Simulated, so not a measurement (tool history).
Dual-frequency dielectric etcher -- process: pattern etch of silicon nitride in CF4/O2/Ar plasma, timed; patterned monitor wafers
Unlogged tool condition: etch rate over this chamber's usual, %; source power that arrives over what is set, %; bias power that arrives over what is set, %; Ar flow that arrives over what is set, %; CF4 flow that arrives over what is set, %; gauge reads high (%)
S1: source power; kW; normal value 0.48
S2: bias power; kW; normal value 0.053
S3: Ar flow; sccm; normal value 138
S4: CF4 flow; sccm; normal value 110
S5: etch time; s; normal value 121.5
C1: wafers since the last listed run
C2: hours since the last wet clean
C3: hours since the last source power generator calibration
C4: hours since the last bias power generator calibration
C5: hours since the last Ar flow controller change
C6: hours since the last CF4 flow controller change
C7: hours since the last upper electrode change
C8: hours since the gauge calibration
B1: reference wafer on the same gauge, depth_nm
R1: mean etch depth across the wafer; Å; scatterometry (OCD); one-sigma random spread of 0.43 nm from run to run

| run | hour | S1 | S2 | S3 | S4 | S5 | C1 | C2 | C3 | C4 | C5 | C6 | C7 | C8 | B1 | R1 |
|---|---|---|---|---|---|---|---|---|---|---|---|---|---|---|---|---|
| 1 | 0 | 0.48 | 0.053 | 138 | 127 | 121.5 | 0 | 516.9 | 4263.2 | 3362.7 | 5234.8 | 3183.3 | 3377.8 | 305.9 | 221.7 | 2153 |
| 2 | 94.7 | 0.48 | 0.053 | 138 | 110 | 147 | 1083 | 611.6 | 4357.9 | 3457.4 | 5329.5 | 3278 | 3472.5 | 400.6 | 222.4 | 2555 |
| 3 | 115.2 | 0.48 | 0.053 | 138 | 96 | 121.5 | 234 | 632.1 | 4378.4 | 3477.9 | 5350 | 3298.5 | 3493 | 421.1 | 222.5 | 2045 |
|  | 150 | wet clean of the chamber |
| 4 | 150.5 | 0.48 | 0.053 | 138 | 96 | 121.5 | 129 | 0.5 | 4413.7 | 3513.2 | 5385.3 | 3333.8 | 3528.3 | 456.4 | 222.7 | 2054 |
| 5 | 168.5 | 0.48 | 0.053 | 138 | 96 | 121.5 | 205 | 18.5 | 4431.7 | 3531.2 | 5403.3 | 3351.8 | 3546.3 | 474.4 | 222.8 | 2049 |
| 6 | 188.2 | 0.48 | 0.053 | 138 | 110 | 121.5 | 225 | 38.2 | 4451.4 | 3550.9 | 5423 | 3371.5 | 3566 | 494.1 | 222.9 | 2108 |
|  | 204 | bias power generator calibrated |
|  | 210.5 | gauge calibrated |
|  | 215.6 | upper electrode replaced |
| 7 | 217.7 | 0.48 | 0.053 | 138 | 110 | 121.5 | 158 | 67.7 | 4480.9 | 13.7 | 5452.5 | 3401 | 2.1 | 7.2 | 220.1 | 2084 |
|  | 246.5 | Ar flow controller replaced |
| 8 | 247.8 | 0.48 | 0.053 | 138 | 110 | 121.5 | 275 | 97.8 | 4511 | 43.8 | 1.3 | 3431.1 | 32.2 | 37.3 | 220.3 | 2074 |
|  | 267.3 | CF4 flow controller replaced |
| 9 | 270.4 | 0.48 | 0.053 | 138 | 110 | 121.5 | 189 | 120.4 | 4533.6 | 66.4 | 23.9 | 3.1 | 54.8 | 59.9 | 220.5 | 2080 |
| 10 | 305.9 | 0.48 | 0.053 | 115 | 99 | 138 | 406 | 155.9 | 4569.1 | 101.9 | 59.4 | 38.6 | 90.3 | 95.4 | 220.6 | 2369 |
| 11 | 329.9 | 0.48 | 0.053 | 138 | 110 | 121.5 | 274 | 179.9 | 4593.1 | 125.9 | 83.4 | 62.6 | 114.3 | 119.4 | 220.7 | 2087 |
| 12 | 346 | 0.43 | 0.053 | 138 | 136 | 107 | 184 | 196 | 4609.2 | 142 | 99.5 | 78.7 | 130.4 | 135.5 | 220.9 | 1767 |
| 13 | 365.3 | 0.48 | 0.053 | 138 | 110 | 121.5 | 220 | 215.3 | 4628.5 | 161.3 | 118.8 | 98 | 149.7 | 154.8 | 221 | 2094 |
| 14 | 397.1 | 0.48 | 0.053 | 138 | 110 | 139.5 | 363 | 247.1 | 4660.3 | 193.1 | 150.6 | 129.8 | 181.5 | 186.6 | 221.2 | 2397 |
|  | 407.7 | source power generator calibrated |
| 15 | 422.7 | 0.48 | 0.053 | 138 | 110 | 121.5 | 247 | 272.7 | 15 | 218.7 | 176.2 | 155.4 | 207.1 | 212.2 | 221.4 | 2091 |
| 16 | 448.5 | 0.42 | 0.053 | 138 | 110 | 121.5 | 295 | 298.5 | 40.8 | 244.5 | 202 | 181.2 | 232.9 | 238 | 221.6 | 1904 |
| 17 | 476 | 0.48 | 0.053 | 109 | 110 | 121.5 | 314 | 326 | 68.3 | 272 | 229.5 | 208.7 | 260.4 | 265.5 | 221.8 | 2141 |
| 18 | 511.9 | 0.48 | 0.053 | 138 | 130 | 121.5 | 410 | 361.9 | 104.2 | 307.9 | 265.4 | 244.6 | 296.3 | 301.4 | 222 | 2164 |
| 19 | 530.3 | 0.48 | 0.053 | 138 | 110 | 121.5 | 210 | 380.3 | 122.6 | 326.3 | 283.8 | 263 | 314.7 | 319.8 | 222.2 | 2103 |
| 20 | 559.7 | 0.42 | 0.04 | 138 | 102 | 121.5 | 336 | 409.7 | 152 | 355.7 | 313.2 | 292.4 | 344.1 | 349.2 | 222.4 | 1648 |

Alternative continuations, all from the tool just after run 20; predict every row:
| A | 560.2 | 0.48 | 0.053 | 138 | 110 | 121.5 | 5 | 410.2 | 152.5 | 356.2 | 313.7 | 292.9 | 344.6 | 349.7 | ? | ? |
| B | 560.2 | 0.44 | 0.057 | 138 | 135 | 145 | 5 | 410.2 | 152.5 | 356.2 | 313.7 | 292.9 | 344.6 | 349.7 | ? | ? |
| C | 560.2 | 0.42 | 0.053 | 154 | 110 | 121.5 | 5 | 410.2 | 152.5 | 356.2 | 313.7 | 292.9 | 344.6 | 349.7 | ? | ? |
| D | 560.2 | 0.48 | 0.048 | 138 | 138 | 121.5 | 5 | 410.2 | 152.5 | 356.2 | 313.7 | 292.9 | 344.6 | 349.7 | ? | ? |
| E | 560.2 | 0.48 | 0.053 | 166 | 135 | 111 | 5 | 410.2 | 152.5 | 356.2 | 313.7 | 292.9 | 344.6 | 349.7 | ? | ? |

| run | B1 | R1 |
|---|---|---|
| A | 222.4 | 2108 |
| B | 222.4 | 2529 |
| C | 222.4 | 1898 |
| D | 222.4 | 2095 |
| E | 222.4 | 1965 |
Without the tool's unlogged condition, the same runs would have read:
| run | R1 |
|---|---|
| A | 2085 |
| B | 2502 |
| C | 1877 |
| D | 2073 |
| E | 1944 |
